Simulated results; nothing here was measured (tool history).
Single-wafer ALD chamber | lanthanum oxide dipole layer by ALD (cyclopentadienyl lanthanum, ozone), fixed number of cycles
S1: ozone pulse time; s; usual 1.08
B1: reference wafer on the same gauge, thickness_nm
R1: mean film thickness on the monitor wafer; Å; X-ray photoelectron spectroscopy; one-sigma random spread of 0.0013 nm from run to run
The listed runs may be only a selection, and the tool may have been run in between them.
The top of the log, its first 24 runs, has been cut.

run    hour    S1     B1    R1
 25    1986  1.08  0.528  5.19
 26  2041.4  1.08  0.528  5.19
 27  2082.1  1.26  0.528  5.42
     2119.4  -- thermocouple changed; heater temperature recalibrated
 28  2151.9   0.8  0.528  4.58
 29  2244.2  0.86  0.528  4.72
 30  2289.5  1.31  0.528  5.45
 31  2352.4  0.69  0.528  4.26
     2365.9  -- ozone generator serviced
 32  2438.8  0.84  0.528  4.86
 33  2537.7  1.08  0.528  5.27
 34  2628.7  1.08  0.528  5.26

Below are 4 alternative next runs, each starting from the tool's condition after run 34. Predict each:
  A  2629.1  1.21   ?   ?
  B  2629.1  0.97   ?   ?
  C  2629.1  0.96   ?   ?
  D  2629.1  0.67   ?   ?

run     B1    R1
  A  0.528  5.43
  B  0.528  5.07
  C  0.528  5.05
  D  0.528   4.3
Without the tool's unlogged condition, the same runs would have read:
run    R1
  A   5.5
  B  5.16
  C  5.14
  D  4.42
